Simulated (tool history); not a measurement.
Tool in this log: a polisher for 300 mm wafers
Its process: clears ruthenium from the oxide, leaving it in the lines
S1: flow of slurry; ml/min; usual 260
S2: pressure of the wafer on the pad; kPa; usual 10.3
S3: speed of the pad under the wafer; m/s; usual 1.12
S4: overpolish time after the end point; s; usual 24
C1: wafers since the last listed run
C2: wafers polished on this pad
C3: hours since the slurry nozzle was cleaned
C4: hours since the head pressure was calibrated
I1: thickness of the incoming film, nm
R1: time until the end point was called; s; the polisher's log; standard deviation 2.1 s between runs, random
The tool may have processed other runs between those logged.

run	day	S1	S2	S3	S4	C1	C2	C3	C4	I1	R1
1	0	260	10.3	1.12	24	0	1918	133.6	249.1	145.4	158.7
2	2.888	260	10.3	1.12	30	267	2186	202.9	318.4	146.2	159.6
# day 4.512: worn pad replaced by a new one
3	15.983	260	10.3	1.12	30	1199	1064	517.2	632.7	146.2	163.8
# day 18.721: slurry nozzle cleaned
4	19.112	260	10.3	1.24	24	286	1350	9.4	707.8	147.2	147.1
5	21.375	260	10.3	1.24	24	209	1560	63.7	762.1	144.6	145.3
6	25.762	260	10.3	1.12	24	406	1967	169	867.4	142.8	152.7
7	27.996	260	10.3	1.12	24	207	2174	222.6	921	145.4	156.6
8	29.975	260	10.3	1.12	24	183	2358	270.1	968.5	144.2	157.5
# day 30.338: worn pad replaced by a new one
# day 31.746: head pressure recalibrated
9	32.446	260	10.3	1.12	24	206	187	329.4	16.8	143.4	156.3
10	34.438	260	10.3	1.12	24	184	372	377.2	64.6	143.2	158.1
11	36.538	260	10.3	1.12	24	194	567	427.6	115	145.2	162.1
12	45.012	260	7.6	1.12	24	786	1353	631	318.4	147.3	237.3
# day 45.912: slurry nozzle cleaned
13	48.167	260	7.6	1.12	24	288	1642	54.1	394.1	147.8	221.9
14	51.333	260	7.6	1.12	24	293	1936	130.1	470.1	145.2	217
15	55.254	210	9.7	1.12	24	363	2299	224.2	564.2	145.5	172.8
# day 57.833: worn pad replaced by a new one
16	59.571	210	9.7	1.12	24	384	161	327.8	667.8	142.5	170.7
17	62.775	210	9.7	1.12	24	297	458	404.7	744.7	142.7	176.8
18	64.442	260	10.3	1.12	24	154	613	444.7	784.7	146.2	163
19	66.85	215	10.3	1.12	14	223	836	502.5	842.5	145.3	168.4
# day 67.783: slurry nozzle cleaned
20	68.892	260	10.3	1.12	24	185	1021	26.6	891.5	143.9	158.9
21	73.25	260	10.3	1.12	24	404	1426	131.2	996.1	147.3	161.4
# day 75.146: head pressure recalibrated
22	76.329	260	9	1.12	24	277	1704	205.1	28.4	146.2	182.2
23	78.5	260	10.3	1.24	29	201	1905	257.2	80.5	145.8	146.6
# day 79.792: worn pad replaced by a new one
24	81.617	300	10.3	0.74	24	273	169	332	155.3	145.8	227.2
25	85.079	260	10.3	1.12	24	321	490	415.1	238.4	144.4	162.7
26	87.271	310	10.3	1.12	24	203	693	467.7	291	143.2	156.8
27	89.683	330	13.1	1.52	24	223	917	525.6	348.9	143.1	93.8
28	93.762	210	10.3	1.12	24	378	1295	623.5	446.8	144.6	173.2
# day 95.512: slurry nozzle cleaned
29	100.767	310	13.8	1.38	12	645	1941	126.1	614.9	147.6	100.2
30	103.275	260	10.3	1.28	24	232	2174	186.3	675.1	145	139
31	105.1	260	10.3	1.12	24	169	2343	230.1	718.9	147.1	160.8
32	106.833	260	10.3	1.12	24	160	2504	271.7	760.5	145.2	163.2
# day 107.746: worn pad replaced by a new one
33	108.867	260	10.3	1.12	24	173	103	320.5	809.3	145.4	162.7
34	110.417	260	12.4	1.3	17	143	247	357.7	846.5	144.5	120.6
35	114.729	260	10.3	1.12	24	400	647	461.2	950	147.5	166.5
# day 116.412: head pressure recalibrated
36	118.271	260	10.3	0.88	24	320	968	546.2	44.6	144	206.7
# day 122.062: slurry nozzle cleaned
37	122.354	220	8.3	1.12	37	374	1343	7	142.6	145.5	201.3

Forecast each of these 3 alternatives for the next run:
A	122.375	185	10.3	1.12	24	1	1345	7.5	143.1	146.6	?
B	122.375	335	10.3	1.24	24	1	1345	7.5	143.1	146.6	?
C	122.375	295	6.9	0.84	30	1	1345	7.5	143.1	146.6	?

run	R1
A	162.7
B	140.3
C	297.7
With the hidden condition removed and each run's random variation left untouched, the same runs would have given:
run	R1
A	161.9
B	139.9
C	296.6
